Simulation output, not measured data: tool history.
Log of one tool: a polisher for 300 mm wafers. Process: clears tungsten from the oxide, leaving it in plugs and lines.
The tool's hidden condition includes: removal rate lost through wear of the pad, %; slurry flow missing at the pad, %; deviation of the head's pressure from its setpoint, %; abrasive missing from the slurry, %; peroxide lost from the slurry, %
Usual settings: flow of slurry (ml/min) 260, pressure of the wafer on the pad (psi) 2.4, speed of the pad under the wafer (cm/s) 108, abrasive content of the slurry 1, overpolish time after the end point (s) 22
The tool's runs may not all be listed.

| run | hour | flow of slurry (ml/min) | pressure of the wafer on the pad (psi) | speed of the pad under the wafer (cm/s) | abrasive content of the slurry | overpolish time after the end point (s) | wafers since the last listed run | wafers polished on this pad | hours since the slurry nozzle was cleaned | hours since the head pressure was calibrated | hours since the slurry blender was calibrated | hours since the slurry got fresh peroxide | incoming thickness of the incoming film, nm | time until the end point was called (s) |
|---|---|---|---|---|---|---|---|---|---|---|---|---|---|---|
| 1 | 0 | 260 | 2.4 | 108 | 1.15 | 22 | 0 | 523 | 123.8 | 1065.9 | 28.5 | 52.4 | 383.1 | 132 |
| 2 | 32.6 | 260 | 2.4 | 108 | 1 | 22 | 297 | 821 | 156.4 | 1098.5 | 61.1 | 85 | 391.1 | 142.8 |
| 3 | 64.5 | 260 | 2.4 | 108 | 1 | 22 | 291 | 1112 | 188.3 | 1130.4 | 93 | 116.9 | 390.1 | 138.7 |
| 4 | 99.7 | 260 | 2.4 | 108 | 1 | 22 | 321 | 1433 | 223.5 | 1165.6 | 128.2 | 152.1 | 389.9 | 143.7 |
| 5 | 121.2 | 260 | 2.4 | 108 | 1 | 22 | 196 | 1629 | 245 | 1187.1 | 149.7 | 173.6 | 384.8 | 140.1 |
| 6 | 134.4 | 260 | 2.4 | 108 | 1 | 22 | 120 | 1749 | 258.2 | 1200.3 | 162.9 | 186.8 | 394.6 | 142.3 |
|  | 139 | slurry blender recalibrated |
|  | 139.2 | slurry tank refilled with fresh slurry and peroxide |
|  | 140.1 | worn pad replaced by a new one |
| 7 | 160.3 | 260 | 2.4 | 108 | 1 | 22 | 207 | 183 | 284.1 | 1226.2 | 21.3 | 21.1 | 392.6 | 147.6 |
|  | 173.2 | slurry nozzle cleaned |
| 8 | 185 | 260 | 2.4 | 108 | 1 | 22 | 216 | 400 | 11.8 | 1250.9 | 46 | 45.8 | 389.3 | 136.4 |
| 9 | 200.5 | 260 | 2.4 | 108 | 1 | 22 | 141 | 541 | 27.3 | 1266.4 | 61.5 | 61.3 | 389.3 | 136.6 |
| 10 | 288.4 | 260 | 2.4 | 108 | 1 | 22 | 801 | 1343 | 115.2 | 1354.3 | 149.4 | 149.2 | 394.3 | 139.6 |
|  | 306.6 | slurry blender recalibrated |
|  | 307.7 | worn pad replaced by a new one |
|  | 318.7 | head pressure recalibrated |
|  | 320.2 | slurry tank refilled with fresh slurry and peroxide |
| 11 | 320.6 | 260 | 2.4 | 108 | 1 | 22 | 237 | 90 | 147.4 | 1.9 | 14 | 0.4 | 386 | 140.6 |
| 12 | 349.9 | 260 | 2.7 | 108 | 1 | 22 | 267 | 357 | 176.7 | 31.2 | 43.3 | 29.7 | 397.1 | 127.8 |
| 13 | 385.5 | 345 | 2.4 | 70 | 0.85 | 18 | 324 | 682 | 212.3 | 66.8 | 78.9 | 65.3 | 387.3 | 222.3 |
| 14 | 407.1 | 320 | 3.1 | 108 | 0.7 | 16 | 197 | 879 | 233.9 | 88.4 | 100.5 | 86.9 | 398.6 | 126.2 |
| 15 | 422.6 | 260 | 2.8 | 108 | 1 | 29 | 141 | 1020 | 249.4 | 103.9 | 116 | 102.4 | 387.9 | 120.7 |
| 16 | 451.3 | 260 | 2.4 | 108 | 1 | 14 | 261 | 1282 | 278.1 | 132.6 | 144.7 | 131.1 | 390 | 142 |
| 17 | 470.5 | 260 | 2.4 | 108 | 1 | 22 | 175 | 1457 | 297.3 | 151.8 | 163.9 | 150.3 | 395.1 | 144 |
|  | 483.2 | worn pad replaced by a new one |
|  | 484.1 | slurry blender recalibrated |
| 18 | 492.3 | 260 | 2.4 | 80 | 0.85 | 22 | 154 | 75 | 319.1 | 173.6 | 8.2 | 172.1 | 390.4 | 201.4 |
|  | 503.6 | slurry nozzle cleaned |
|  | 518.8 | slurry tank refilled with fresh slurry and peroxide |
| 19 | 526 | 260 | 2.4 | 96 | 1 | 22 | 289 | 364 | 22.4 | 207.3 | 41.9 | 7.2 | 384.7 | 151.3 |
| 20 | 551.7 | 260 | 2.9 | 108 | 1 | 22 | 234 | 598 | 48.1 | 233 | 67.6 | 32.9 | 391.2 | 116.1 |
| 21 | 576.9 | 260 | 1.9 | 108 | 1.1 | 22 | 229 | 828 | 73.3 | 258.2 | 92.8 | 58.1 | 393.1 | 168.2 |
| 22 | 597.5 | 260 | 2.4 | 108 | 1 | 22 | 187 | 1016 | 93.9 | 278.8 | 113.4 | 78.7 | 395.1 | 144.5 |
| 23 | 627.9 | 260 | 2.4 | 134 | 0.85 | 22 | 277 | 1293 | 124.3 | 309.2 | 143.8 | 109.1 | 384.7 | 121.4 |
| 24 | 657.7 | 190 | 2.4 | 108 | 1 | 22 | 271 | 1565 | 154.1 | 339 | 173.6 | 138.9 | 386.3 | 148.3 |
|  | 676.8 | worn pad replaced by a new one |
|  | 688.3 | slurry blender recalibrated |
|  | 703.5 | slurry tank refilled with fresh slurry and peroxide |
| 25 | 751.6 | 260 | 2.4 | 108 | 1 | 11 | 792 | 655 | 248 | 432.9 | 63.3 | 48.1 | 390.7 | 139.9 |

Consider 5 possible next runs. They are alternatives, not a sequence: every one starts from the tool as it was left by run 25. What does each give?
| A | 752.1 | 260 | 2.4 | 108 | 1 | 22 | 4 | 659 | 248.5 | 433.4 | 63.8 | 48.6 | 387.2 | ? |
| B | 752.1 | 210 | 3 | 118 | 1 | 14 | 4 | 659 | 248.5 | 433.4 | 63.8 | 48.6 | 387.2 | ? |
| C | 752.1 | 260 | 3 | 108 | 1.15 | 15 | 4 | 659 | 248.5 | 433.4 | 63.8 | 48.6 | 387.2 | ? |
| D | 752.1 | 260 | 2.1 | 74 | 0.8 | 16 | 4 | 659 | 248.5 | 433.4 | 63.8 | 48.6 | 387.2 | ? |
| E | 752.1 | 260 | 2.7 | 90 | 0.9 | 15 | 4 | 659 | 248.5 | 433.4 | 63.8 | 48.6 | 387.2 | ? |

| run | time until the end point was called (s) |
|---|---|
| A | 141.5 |
| B | 106.8 |
| C | 108.5 |
| D | 253.2 |
| E | 155.9 |
Take away the tool's hidden state, keep each run's random variation, and the runs would have read:
| run | time until the end point was called (s) |
|---|---|
| A | 133.8 |
| B | 100 |
| C | 102.6 |
| D | 239.4 |
| E | 147.5 |
